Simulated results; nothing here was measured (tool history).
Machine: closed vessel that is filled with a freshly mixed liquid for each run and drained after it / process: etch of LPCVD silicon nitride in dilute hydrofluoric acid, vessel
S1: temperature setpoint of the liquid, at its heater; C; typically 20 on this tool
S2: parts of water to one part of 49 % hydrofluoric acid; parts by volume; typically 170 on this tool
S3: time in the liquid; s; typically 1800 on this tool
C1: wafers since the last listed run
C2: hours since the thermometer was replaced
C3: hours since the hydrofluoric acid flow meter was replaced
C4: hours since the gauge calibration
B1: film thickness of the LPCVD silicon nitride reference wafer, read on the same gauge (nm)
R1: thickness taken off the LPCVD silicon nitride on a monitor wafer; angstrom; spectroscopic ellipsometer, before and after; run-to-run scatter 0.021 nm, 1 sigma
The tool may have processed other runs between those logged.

run     day    S1   S2    S3    C1      C2      C3      C4       B1     R1
  1       0  17.5  170  1800     0  1494.2   298.5  1797.8  130.004  31.83
  2   2.612  17.5  170  1800  2515  1556.9   361.2  1860.5  129.995  31.84
  3   4.146  17.5  170  1800  1476  1593.7     398  1897.3  130.016  31.81
  4   5.988    20  170  1800  1773  1637.9   442.2  1941.5  130.023  37.55
  5  10.629    20  170  1800  4469  1749.3   553.6  2052.9  129.977  37.89
  6   11.85    20  170  1800  1175  1778.6   582.9  2082.2  130.034  37.73
  7  12.942    20  170  1800  1051  1804.8   609.1  2108.4      130  37.46
  8  14.658    20  170  1800  1653    1846   650.3  2149.6  130.008  37.75
     16.104  -- gauge calibrated
  9  16.588    20  170  1800  1857  1892.3   696.6    11.6  129.986   37.8
 10  18.821    20  215  1800  2150  1945.9   750.2    65.2  129.979  29.93
 11  20.267    20  215  1800  1392  1980.6   784.9    99.9  130.006  29.84
 12  21.412    20  215  1800  1103  2008.1   812.4   127.4  129.978  29.92
 13    23.3  21.5  170  1800  1817  2053.4   857.7   172.7  130.003  41.26
 14   29.05  21.5  170  1800  5537  2191.4   995.7   310.7  129.984  41.53
 15  35.138  23.5  170  2440  5862  2337.5  1141.8   456.8  130.026  63.86
 16  37.133    20  170  1800  1921  2385.4  1189.7   504.7  129.953  37.96
 17  40.367  18.5  205  1520  3113    2463  1267.3   582.3  130.022  23.73
 18  42.362    20  245  1800  1921  2510.9  1315.2   630.2  130.029  26.55
     43.554  -- hydrofluoric acid flow meter replaced
 19  44.767    20  200  2755  2275  2568.6    29.1   687.9      130  49.11
 20  45.783    24  245  2830   979    2593    53.5   712.3  130.014  53.44
 21  47.512    20  200  2755  1665  2634.5      95   753.8  130.019  49.33
     50.292  -- thermometer replaced
 22  50.329  17.5  170  1800  2672     0.9   162.6   821.4  130.002  32.18
 23  51.712    20  250  1800  1332    34.1   195.8   854.6  129.974  25.81
 24  53.275    25  170  1320  1504    71.6   233.3   892.1  129.972  38.28
 25  54.479    18  170  2255  1159   100.5   262.2     921  130.036  41.25
 26  55.579    20  170  1800  1059   126.9   288.6   947.4  129.999  37.88
 27  57.617    24  140  2330  1962   175.8   337.5   996.3  129.967  76.87
 28  59.917  23.5  250   905  2214     231   392.7  1051.5  129.994  16.31
 29  62.062    20  210  1800  2066   282.5   444.2    1103  129.985  30.59
 30  64.488    20  205  2715  2335   340.7   502.4  1161.2  129.976  47.13
 31  65.779    17  170  1800  1243   371.7   533.4  1192.2  129.998  31.06
 32  67.425  23.5  170   790  1584   411.2   572.9  1231.7  129.996  20.97

Exercise: give the hidden state of the tool at every run:
liquid colder than its thermometer reads (K): 0 on each run
hydrofluoric acid flow above the setpoint (%): 0 on each run
gauge reads high (%): 0 on each run
